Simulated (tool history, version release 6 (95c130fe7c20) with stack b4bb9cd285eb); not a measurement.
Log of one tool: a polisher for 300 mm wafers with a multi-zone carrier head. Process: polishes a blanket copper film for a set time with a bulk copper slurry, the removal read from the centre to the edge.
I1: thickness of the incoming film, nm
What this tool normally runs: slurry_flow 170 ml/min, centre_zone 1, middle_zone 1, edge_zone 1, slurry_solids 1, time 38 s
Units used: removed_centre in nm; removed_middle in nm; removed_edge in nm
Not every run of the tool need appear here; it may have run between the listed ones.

run 1 hour=0 | slurry_flow=170 centre_zone=1 middle_zone=1 edge_zone=1 slurry_solids=1.15 time=38 | I1=3460.9 | removed_centre=476.2 removed_middle=467.7 removed_edge=479.7
run 2 hour=33.2 | slurry_flow=140 centre_zone=1 middle_zone=0.93 edge_zone=0.92 slurry_solids=1 time=38 | I1=3452.3 | removed_centre=435.3 removed_middle=414.6 removed_edge=432.7
run 3 hour=60.1 | slurry_flow=170 centre_zone=1 middle_zone=1 edge_zone=1 slurry_solids=1 time=38 | I1=3347.5 | removed_centre=446 removed_middle=456.8 removed_edge=449.4
run 4 hour=89.7 | slurry_flow=170 centre_zone=1 middle_zone=1 edge_zone=1.06 slurry_solids=1 time=43 | I1=3433.5 | removed_centre=526.5 removed_middle=514.5 removed_edge=523
run 5 hour=121.3 | slurry_flow=170 centre_zone=1 middle_zone=1 edge_zone=0.9 slurry_solids=1 time=38 | I1=3397.3 | removed_centre=462.3 removed_middle=452.5 removed_edge=437.2
run 6 hour=135.8 | slurry_flow=170 centre_zone=1 middle_zone=1 edge_zone=1 slurry_solids=1 time=38 | I1=3424.6 | removed_centre=469 removed_middle=454 removed_edge=457.9
run 7 hour=159.8 | slurry_flow=170 centre_zone=1 middle_zone=1 edge_zone=1 slurry_solids=1 time=38 | I1=3456.9 | removed_centre=455.3 removed_middle=463.6 removed_edge=457.1
run 8 hour=186.9 | slurry_flow=170 centre_zone=1 middle_zone=1.11 edge_zone=1 slurry_solids=1 time=38 | I1=3360.2 | removed_centre=452.9 removed_middle=491.7 removed_edge=462.8
run 9 hour=200.1 | slurry_flow=170 centre_zone=0.93 middle_zone=1 edge_zone=1.1 slurry_solids=0.75 time=50 | I1=3392.6 | removed_centre=529.2 removed_middle=568.2 removed_edge=576
run 10 hour=235.7 | slurry_flow=170 centre_zone=1 middle_zone=1 edge_zone=1 slurry_solids=1 time=48 | I1=3336.6 | removed_centre=566.7 removed_middle=577.1 removed_edge=574.8
run 11 hour=255.6 | slurry_flow=170 centre_zone=0.92 middle_zone=1.07 edge_zone=1.03 slurry_solids=1 time=38 | I1=3390.9 | removed_centre=412.8 removed_middle=479 removed_edge=459.4
run 12 hour=280.9 | slurry_flow=170 centre_zone=0.9 middle_zone=1.08 edge_zone=1 slurry_solids=1 time=38 | I1=3446.3 | removed_centre=418.3 removed_middle=487.6 removed_edge=454.9
run 13 hour=316.2 | slurry_flow=170 centre_zone=0.95 middle_zone=1.08 edge_zone=1 slurry_solids=0.8 time=48 | I1=3446.2 | removed_centre=528.6 removed_middle=582.6 removed_edge=545.8
run 14 hour=347.7 | slurry_flow=170 centre_zone=1 middle_zone=1 edge_zone=1.05 slurry_solids=0.8 time=38 | I1=3397.2 | removed_centre=446.2 removed_middle=432.2 removed_edge=438.6
run 15 hour=363.4 | slurry_flow=145 centre_zone=1 middle_zone=1 edge_zone=1 slurry_solids=0.8 time=38 | I1=3380.3 | removed_centre=423.9 removed_middle=420 removed_edge=422
run 16 hour=442.4 | slurry_flow=170 centre_zone=1 middle_zone=1 edge_zone=1 slurry_solids=0.9 time=38 | I1=3435.1 | removed_centre=455.7 removed_middle=441.8 removed_edge=451
run 17 hour=466 | slurry_flow=170 centre_zone=1 middle_zone=1 edge_zone=0.94 slurry_solids=1.1 time=38 | I1=3431.1 | removed_centre=468.1 removed_middle=466.7 removed_edge=455.4
run 18 hour=498.6 | slurry_flow=130 centre_zone=0.88 middle_zone=1 edge_zone=1 slurry_solids=1.1 time=38 | I1=3412.5 | removed_centre=387 removed_middle=438.3 removed_edge=442.5
run 19 hour=529.9 | slurry_flow=110 centre_zone=0.95 middle_zone=1 edge_zone=1 slurry_solids=0.8 time=38 | I1=3367.7 | removed_centre=368.9 removed_middle=390.9 removed_edge=400
run 20 hour=615.5 | slurry_flow=170 centre_zone=1 middle_zone=1 edge_zone=1 slurry_solids=1 time=38 | I1=3387.8 | removed_centre=454.2 removed_middle=459.2 removed_edge=455.9
run 21 hour=642.8 | slurry_flow=215 centre_zone=1 middle_zone=1 edge_zone=1 slurry_solids=1 time=38 | I1=3422.2 | removed_centre=480.8 removed_middle=478 removed_edge=470.5
run 22 hour=656.2 | slurry_flow=135 centre_zone=0.88 middle_zone=1 edge_zone=1 slurry_solids=1 time=38 | I1=3404 | removed_centre=375.5 removed_middle=433 removed_edge=444.5

Removed from this log: 6 entries logged between the listed runs. Between which two listed runs does each belong, and how does the tool's hidden state at the listed run before it compare with that at the listed run after it?
Run 6 -> run 7: worn pad replaced by a new one (hour 159.3)
  the hidden state is the same at both runs
Run 9 -> run 10: carrier head's membrane replaced by a new one (hour 225.4)
  the hidden state is the same at both runs
Run 13 -> run 14: centre zone pressure recalibrated (hour 337.1)
  the hidden state is the same at both runs
Run 15 -> run 16: edge zone pressure recalibrated (hour 380.1); worn pad replaced by a new one (hour 391.7)
  the hidden state is the same at both runs
Run 20 -> run 21: worn pad replaced by a new one (hour 642.3)
  the hidden state is the same at both runs
